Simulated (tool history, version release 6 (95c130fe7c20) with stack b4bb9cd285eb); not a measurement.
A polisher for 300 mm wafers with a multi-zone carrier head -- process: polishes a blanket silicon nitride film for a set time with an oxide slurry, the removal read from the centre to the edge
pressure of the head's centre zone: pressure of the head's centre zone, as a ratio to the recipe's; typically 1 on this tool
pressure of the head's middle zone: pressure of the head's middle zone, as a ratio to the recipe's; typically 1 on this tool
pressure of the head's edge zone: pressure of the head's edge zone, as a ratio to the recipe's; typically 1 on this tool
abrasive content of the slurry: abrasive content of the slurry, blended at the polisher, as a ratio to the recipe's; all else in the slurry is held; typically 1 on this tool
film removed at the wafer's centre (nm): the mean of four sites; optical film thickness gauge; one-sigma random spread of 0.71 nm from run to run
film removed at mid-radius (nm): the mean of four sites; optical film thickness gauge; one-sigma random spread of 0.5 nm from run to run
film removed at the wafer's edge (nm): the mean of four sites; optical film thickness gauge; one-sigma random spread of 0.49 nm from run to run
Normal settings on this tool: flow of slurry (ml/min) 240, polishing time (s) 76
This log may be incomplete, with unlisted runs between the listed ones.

| run | day | flow of slurry (ml/min) | pressure of the head's centre zone | pressure of the head's middle zone | pressure of the head's edge zone | abrasive content of the slurry | polishing time (s) | wafers since the last listed run | wafers polished on this pad | hours since the slurry nozzle was cleaned | hours since the centre zone pressure was calibrated | hours since the edge zone pressure was calibrated | hours since the carrier head's membrane was replaced | incoming thickness of the incoming film, nm | film removed at the wafer's centre (nm) | film removed at mid-radius (nm) | film removed at the wafer's edge (nm) |
|---|---|---|---|---|---|---|---|---|---|---|---|---|---|---|---|---|---|
| 1 | 0 | 180 | 1 | 1 | 1 | 1 | 76 | 0 | 571 | 628.4 | 1580.6 | 591.3 | 686.3 | 250.1 | 51.3 | 51.8 | 57.8 |
| 2 | 1.179 | 240 | 1 | 1 | 1 | 1 | 76 | 148 | 719 | 656.7 | 1608.9 | 619.6 | 714.6 | 250.7 | 55.2 | 56.1 | 59.5 |
|  | 2.021 | centre zone pressure recalibrated |
| 3 | 3.004 | 240 | 1 | 1 | 1 | 1 | 76 | 218 | 938 | 700.5 | 23.6 | 663.4 | 758.4 | 251 | 54.1 | 55.2 | 59.8 |
|  | 4.258 | slurry nozzle cleaned |
|  | 5.175 | worn pad replaced by a new one |
| 4 | 5.383 | 240 | 1 | 1 | 1 | 1 | 76 | 272 | 26 | 27 | 80.7 | 720.5 | 815.5 | 250 | 62 | 61.6 | 65.3 |
| 5 | 7.346 | 240 | 1 | 1 | 1 | 1 | 76 | 246 | 272 | 74.1 | 127.8 | 767.6 | 862.6 | 251 | 60.3 | 61.6 | 64.6 |
| 6 | 8.733 | 240 | 1 | 1 | 1 | 1 | 76 | 174 | 447 | 107.4 | 161.1 | 800.9 | 895.9 | 247.7 | 60.3 | 60.7 | 63.5 |
| 7 | 10.175 | 290 | 0.95 | 1 | 1 | 1 | 76 | 181 | 628 | 142 | 195.7 | 835.5 | 930.5 | 245.2 | 57.8 | 60.5 | 64 |
| 8 | 11.267 | 240 | 1 | 0.94 | 1.08 | 1 | 76 | 137 | 765 | 168.2 | 221.9 | 861.7 | 956.7 | 253.8 | 58.8 | 55.5 | 65.5 |
| 9 | 12.579 | 240 | 1 | 1 | 1 | 0.9 | 76 | 164 | 930 | 199.7 | 253.4 | 893.2 | 988.2 | 247.8 | 56.1 | 55.7 | 59 |
|  | 12.892 | carrier head's membrane replaced by a new one |
| 10 | 13.783 | 240 | 1 | 0.88 | 1 | 1 | 76 | 125 | 1055 | 228.6 | 282.3 | 922.1 | 21.4 | 244.3 | 56.3 | 52.3 | 60.8 |
|  | 16.275 | worn pad replaced by a new one |
| 11 | 16.446 | 240 | 1 | 1 | 1 | 1.1 | 76 | 313 | 21 | 292.5 | 346.2 | 986 | 85.3 | 248.8 | 61.3 | 61.1 | 65 |
|  | 19.246 | edge zone pressure recalibrated |
| 12 | 19.333 | 240 | 1 | 1.09 | 1 | 1.25 | 87 | 352 | 373 | 361.8 | 415.5 | 2.1 | 154.6 | 249 | 72.2 | 77.8 | 77 |
| 13 | 21.533 | 240 | 1 | 1 | 1 | 1 | 76 | 276 | 650 | 414.6 | 468.3 | 54.9 | 207.4 | 247.6 | 57.5 | 57 | 61 |
| 14 | 22.671 | 240 | 1 | 1.09 | 1 | 1 | 69 | 142 | 793 | 441.9 | 495.6 | 82.2 | 234.7 | 247 | 51.4 | 55 | 54.4 |
| 15 | 24.358 | 240 | 1 | 1 | 1.07 | 1 | 76 | 212 | 1005 | 482.4 | 536.1 | 122.7 | 275.2 | 249.8 | 55.2 | 55.9 | 61.8 |
| 16 | 26.075 | 240 | 1.05 | 1 | 1 | 1 | 76 | 215 | 1220 | 523.6 | 577.3 | 163.9 | 316.4 | 250.4 | 57.8 | 54.9 | 59.2 |

The next listed run, before its measurement:
|  | 26.354 | worn pad replaced by a new one |
| 17 | 28.238 | 240 | 1.12 | 1 | 1 | 1.2 | 76 | 250 | 236 | 575.5 | 629.2 | 215.8 | 368.3 | 250.3 | ? | ? | ? |

film removed at the wafer's centre (nm): 68.3
film removed at mid-radius (nm): 61.8
film removed at the wafer's edge (nm): 67
The same run, on a tool lacking any hidden state, would have yielded film removed at the wafer's centre (nm) 75.2, film removed at mid-radius (nm) 67.5, film removed at the wafer's edge (nm) 71.8.
